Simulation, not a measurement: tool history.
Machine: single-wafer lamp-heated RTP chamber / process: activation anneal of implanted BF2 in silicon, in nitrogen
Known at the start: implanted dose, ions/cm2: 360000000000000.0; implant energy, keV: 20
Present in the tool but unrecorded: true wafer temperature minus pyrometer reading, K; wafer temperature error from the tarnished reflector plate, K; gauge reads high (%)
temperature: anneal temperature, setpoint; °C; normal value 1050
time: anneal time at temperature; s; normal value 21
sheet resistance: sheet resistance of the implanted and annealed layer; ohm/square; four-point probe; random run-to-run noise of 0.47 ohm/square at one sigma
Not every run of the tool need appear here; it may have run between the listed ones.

run	day	temperature	time	wafers since the last listed run	wafers since the last pyrometer calibration	wafers since the reflector plate was cleaned	hours since the gauge calibration	read-back reference wafer on the same gauge, sheet resistance	sheet resistance
1	0.000	1050	29	0	3015	8089	59.7	291.00	310.34
2	0.938	1050	29	246	3262	8336	82.2	291.02	310.59
3	2.025	1050	21	285	3548	8622	108.3	291.00	313.70
4	2.825	1050	21	210	3758	8832	127.5	290.97	313.93
5	4.275	1050	21	381	4139	9213	162.3	291.03	313.99
6	5.517	1031	21	326	4465	9540	192.1	290.94	317.02
7	6.708	1050	28	313	4779	9853	220.7	290.94	310.51
8	7.383	1050	28	177	4956	10030	236.9	290.81	310.74
# day 7.954: pyrometer window cleaned and pyrometer calibrated
# day 8.617: reflector plate cleaned
9	9.121	1030	31	281	218	133	278.6	291.20	316.27
10	9.921	1042	16	210	428	343	297.8	290.88	318.75
11	10.758	1050	21	220	649	563	317.9	290.90	315.49
12	11.967	1070	14	317	966	881	346.9	291.14	316.49
# day 12.396: gauge calibrated
13	12.817	1027	12	223	1190	1104	10.1	291.00	323.98
14	14.054	1075	27	325	1515	1430	39.8	291.14	308.53
15	14.821	1050	21	201	1717	1631	58.2	291.12	314.40
16	16.050	1063	21	323	2040	1954	87.7	290.92	313.27

The tool's hidden state at each run:
wafer temperature error from the tarnished reflector plate, K: 0 on each run
gauge reads high (%): 0 on each run
H1: true wafer temperature minus pyrometer reading, K
run	H1
1	6.4
2	7.06
3	7.9
4	8.57
5	9.87
6	11.1
7	12.3
8	13.1
9	1.19
10	1.27
11	1.38
12	1.63
13	1.86
14	2.26
15	2.56
16	3.11

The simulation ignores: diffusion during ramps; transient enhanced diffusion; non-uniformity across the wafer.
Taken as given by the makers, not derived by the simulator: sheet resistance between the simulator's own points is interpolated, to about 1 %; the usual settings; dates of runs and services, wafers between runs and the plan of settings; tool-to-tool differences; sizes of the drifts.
